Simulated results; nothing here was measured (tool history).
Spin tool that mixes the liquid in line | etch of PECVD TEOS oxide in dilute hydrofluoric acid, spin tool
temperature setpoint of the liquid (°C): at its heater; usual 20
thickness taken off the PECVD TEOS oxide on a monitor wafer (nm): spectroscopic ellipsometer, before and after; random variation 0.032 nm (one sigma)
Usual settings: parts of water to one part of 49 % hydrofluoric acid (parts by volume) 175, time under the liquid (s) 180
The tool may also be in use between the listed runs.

run   hour  temperature setpoint of the liquid (°C)  parts of water to one part of 49 % hydrofluoric acid (parts by volume)  time under the liquid (s)  wafers since the last listed run  hours since the thermometer was replaced  hours since the hydrofluoric acid flow meter was replaced  hours since the gauge calibration  read-back film thickness of the PECVD TEOS oxide reference wafer, read on the same gauge (nm)  thickness taken off the PECVD TEOS oxide on a monitor wafer (nm)
  1      0                                       20                                                                     175                        180                                 0                                    1410.6                                                     1315.9                              159.1                                                                                          50.02                                                              9.87
  2   14.9                                       20                                                                     175                        180                                95                                    1425.5                                                     1330.8                                174                                                                                          50.01                                                              9.85
  3   42.8                                       20                                                                     175                        180                               178                                    1453.4                                                     1358.7                              201.9                                                                                          49.99                                                              9.86
  4   57.7                                       20                                                                     175                        180                                95                                    1468.3                                                     1373.6                              216.8                                                                                          49.95                                                              9.86
  5   78.4                                       20                                                                     175                        180                               132                                      1489                                                     1394.3                              237.5                                                                                          50.03                                                              9.79
  6  101.1                                       20                                                                     245                        180                               145                                    1511.7                                                       1417                              260.2                                                                                          49.98                                                              6.57
  7  114.7                                       20                                                                     245                        180                                87                                    1525.3                                                     1430.6                              273.8                                                                                          50.04                                                              6.54
  8  138.5                                       20                                                                     245                        180                               152                                    1549.1                                                     1454.4                              297.6                                                                                          50.01                                                              6.54
  9  164.9                                       20                                                                     140                        180                               169                                    1575.5                                                     1480.8                                324                                                                                          50.02                                                              12.6
 10  195.3                                       20                                                                     140                        180                               194                                    1605.9                                                     1511.2                              354.4                                                                                          49.97                                                             12.65
 11  208.4                                       20                                                                     140                        180                                83                                      1619                                                     1524.3                              367.5                                                                                          49.98                                                             12.66
 12    238                                       20                                                                     175                        180                               189                                    1648.6                                                     1553.9                              397.1                                                                                             50                                                              9.72
     264.4  -- hydrofluoric acid flow meter replaced
 13  271.8                                       20                                                                     175                        180                               210                                    1682.4                                                        7.4                              430.9                                                                                          50.02                                                              9.78
 14  287.1                                       20                                                                     175                        180                                98                                    1697.7                                                       22.7                              446.2                                                                                          50.04                                                              9.77
 15  321.1                                     18.5                                                                     175                        105                               217                                    1731.7                                                       56.7                              480.2                                                                                          50.01                                                              5.35
 16  337.1                                       20                                                                     225                        180                               102                                    1747.7                                                       72.7                              496.2                                                                                          49.97                                                              7.22
 17  371.7                                       20                                                                     175                        180                               221                                    1782.3                                                      107.3                              530.8                                                                                          50.01                                                              9.69
     386.4  -- thermometer replaced
 18  401.6                                     22.5                                                                     175                         90                               185                                      15.2                                                      137.2                              560.7                                                                                             50                                                              5.52
     405.3  -- gauge calibrated
 19  429.4                                       20                                                                     100                        180                               178                                        43                                                        165                               24.1                                                                                          49.99                                                             19.04
 20    455                                       20                                                                     175                        180                               164                                      68.6                                                      190.6                               49.7                                                                                          49.98                                                             10.08
 21  475.1                                       20                                                                     175                        180                               128                                      88.7                                                      210.7                               69.8                                                                                          49.98                                                                10
 22  510.6                                       20                                                                     105                        180                               227                                     124.2                                                      246.2                              105.3                                                                                          49.98                                                             18.09
 23    548                                       20                                                                     175                        130                               239                                     161.6                                                      283.6                              142.7                                                                                          50.03                                                              7.24
 24  584.1                                     23.5                                                                     175                        180                               231                                     197.7                                                      319.7                              178.8                                                                                          49.97                                                             11.48
 25  601.7                                       20                                                                     140                        180                               112                                     215.3                                                      337.3                              196.4                                                                                             50                                                             13.04
 26  614.7                                     23.5                                                                     230                        110                                83                                     228.3                                                      350.3                              209.4                                                                                          50.02                                                              5.08
 27  642.4                                     21.5                                                                     175                        180                               177                                       256                                                        378                              237.1                                                                                          49.99                                                             10.67
 28  680.2                                       20                                                                     175                        180                               242                                     293.8                                                      415.8                              274.9                                                                                          50.01                                                             10.01

Run 29 comes next. What will it give?
 29  700.4                                       20                                                                     175                        180                               129                                       314                                                        436                              295.1                                                                                              ?                                                                 ?

{"run 29": {"read-back film thickness of the PECVD TEOS oxide reference wafer, read on the same gauge (nm)": 50, "thickness taken off the PECVD TEOS oxide on a monitor wafer (nm)": 10.05}}
Without the tool's hidden state the same run would have given thickness taken off the PECVD TEOS oxide on a monitor wafer (nm) 10.17.

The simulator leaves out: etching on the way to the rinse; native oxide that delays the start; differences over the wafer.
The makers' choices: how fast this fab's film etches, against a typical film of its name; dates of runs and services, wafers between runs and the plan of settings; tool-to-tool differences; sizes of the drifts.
